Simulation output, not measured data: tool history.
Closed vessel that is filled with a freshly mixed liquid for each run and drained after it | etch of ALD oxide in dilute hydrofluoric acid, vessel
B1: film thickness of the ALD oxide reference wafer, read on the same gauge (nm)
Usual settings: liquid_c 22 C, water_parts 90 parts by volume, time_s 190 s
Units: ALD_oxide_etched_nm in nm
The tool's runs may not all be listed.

Run 1, hour 0: usual settings; B1 42.21. Result: ALD_oxide_etched_nm 25.31 nm.
Run 2, hour 50.3: usual settings; B1 42.2. Result: ALD_oxide_etched_nm 25.54 nm.
Run 3, hour 76.5: usual settings; B1 42.22. Result: ALD_oxide_etched_nm 25.24 nm.
Run 4, hour 123.6: usual settings but time_s 155 s; B1 42.32. Result: ALD_oxide_etched_nm 20.64 nm.
At hour 173.6: gauge calibrated.
Run 5, hour 182.7: usual settings but time_s 155 s; B1 39.98. Result: ALD_oxide_etched_nm 19.66 nm.
Run 6, hour 228.1: usual settings but time_s 280 s; B1 40. Result: ALD_oxide_etched_nm 35.86 nm.
Run 7, hour 288.6: usual settings; B1 40.03. Result: ALD_oxide_etched_nm 23.98 nm.
Run 8, hour 358: usual settings; B1 40.04. Result: ALD_oxide_etched_nm 23.96 nm.
Run 9, hour 407.7: usual settings; B1 40.1. Result: ALD_oxide_etched_nm 24.21 nm.
Run 10, hour 592.1: usual settings; B1 40.3. Result: ALD_oxide_etched_nm 24.01 nm.
Run 11, hour 634.2: usual settings but liquid_c 23.5 C, water_parts 135 parts by volume, time_s 105 s; B1 40.37. Result: ALD_oxide_etched_nm 8.9 nm.
Run 12, hour 672: usual settings but water_parts 115 parts by volume; B1 40.46. Result: ALD_oxide_etched_nm 18.55 nm.
Run 13, hour 698.1: usual settings but liquid_c 25 C, time_s 100 s; B1 40.47. Result: ALD_oxide_etched_nm 14.51 nm.
Run 14, hour 739.7: usual settings but liquid_c 25 C; B1 40.45. Result: ALD_oxide_etched_nm 27.38 nm.
Run 15, hour 800.8: usual settings but water_parts 125 parts by volume; B1 40.55. Result: ALD_oxide_etched_nm 16.69 nm.
Run 16, hour 844.1: usual settings but liquid_c 19.5 C, water_parts 110 parts by volume; B1 40.54. Result: ALD_oxide_etched_nm 17.77 nm.
Run 17, hour 877: usual settings; B1 40.53. Result: ALD_oxide_etched_nm 24.44 nm.
At hour 923.6: thermometer replaced.
At hour 924.8: hydrofluoric acid flow meter replaced.
Run 18, hour 946.6: usual settings but water_parts 100 parts by volume, time_s 245 s; B1 40.58. Result: ALD_oxide_etched_nm 28.05 nm.
Run 19, hour 988.7: usual settings; B1 40.71. Result: ALD_oxide_etched_nm 24.63 nm.
Run 20, hour 1049.9: usual settings but water_parts 100 parts by volume, time_s 255 s; B1 40.74. Result: ALD_oxide_etched_nm 29.24 nm.
Run 21, hour 1084.2: usual settings but water_parts 130 parts by volume, time_s 235 s; B1 40.73. Result: ALD_oxide_etched_nm 19.98 nm.
Run 22, hour 1127.8: usual settings but liquid_c 18 C, water_parts 130 parts by volume, time_s 275 s; B1 40.83. Result: ALD_oxide_etched_nm 19.95 nm.
Run 23, hour 1182.8: usual settings but water_parts 125 parts by volume; B1 40.91. Result: ALD_oxide_etched_nm 16.89 nm.
Run 24, hour 1242.9: usual settings but time_s 260 s; B1 40.89. Result: ALD_oxide_etched_nm 33.59 nm.
Run 25, hour 1287.4: usual settings but liquid_c 27 C, water_parts 70 parts by volume, time_s 300 s; B1 40.98. Result: ALD_oxide_etched_nm 63.02 nm.
Run 26, hour 1350.3: usual settings but liquid_c 20.5 C; B1 41. Result: ALD_oxide_etched_nm 23.07 nm.
Run 27, hour 1380.6: usual settings but water_parts 120 parts by volume, time_s 100 s; B1 41.01. Result: ALD_oxide_etched_nm 9.42 nm.
Run 28, hour 1441: usual settings but time_s 95 s; B1 41.07. Result: ALD_oxide_etched_nm 12.27 nm.
Run 29, hour 1494.6: usual settings but liquid_c 23.5 C, time_s 230 s; B1 41.13. Result: ALD_oxide_etched_nm 31.79 nm.
Run 30, hour 1549.1: usual settings but time_s 155 s; B1 41.14. Result: ALD_oxide_etched_nm 20.25 nm.
Run 31, hour 1616.1: usual settings but liquid_c 25 C, water_parts 70 parts by volume, time_s 295 s; B1 41.26. Result: ALD_oxide_etched_nm 56.55 nm.
Run 32, hour 1679.8: usual settings but water_parts 130 parts by volume, time_s 100 s; B1 41.27. Result: ALD_oxide_etched_nm 8.58 nm.
Run 33, hour 1724.7: usual settings but liquid_c 24 C, time_s 295 s; B1 41.33. Result: ALD_oxide_etched_nm 41.58 nm.

Forecast each of these 5 alternatives for the next run:
Run A, hour 1725.4: usual settings; B1 ?. Result: ALD_oxide_etched_nm ?.
Run B, hour 1725.4: usual settings but liquid_c 26.5 C, water_parts 110 parts by volume; B1 ?. Result: ALD_oxide_etched_nm ?.
Run C, hour 1725.4: usual settings but liquid_c 20 C, water_parts 65 parts by volume; B1 ?. Result: ALD_oxide_etched_nm ?.
Run D, hour 1725.4: usual settings but liquid_c 18 C, time_s 275 s; B1 ?. Result: ALD_oxide_etched_nm ?.
Run E, hour 1725.4: usual settings but liquid_c 17 C, water_parts 75 parts by volume, time_s 160 s; B1 ?. Result: ALD_oxide_etched_nm ?.

run    B1  ALD_oxide_etched_nm
  A  41.3                24.89
  B  41.3                23.74
  C  41.3                32.69
  D  41.3                30.54
  E  41.3                20.77
Without the tool's hidden state the same runs would have given:
run  ALD_oxide_etched_nm
  A                24.09
  B                22.97
  C                31.63
  D                29.55
  E                 20.1

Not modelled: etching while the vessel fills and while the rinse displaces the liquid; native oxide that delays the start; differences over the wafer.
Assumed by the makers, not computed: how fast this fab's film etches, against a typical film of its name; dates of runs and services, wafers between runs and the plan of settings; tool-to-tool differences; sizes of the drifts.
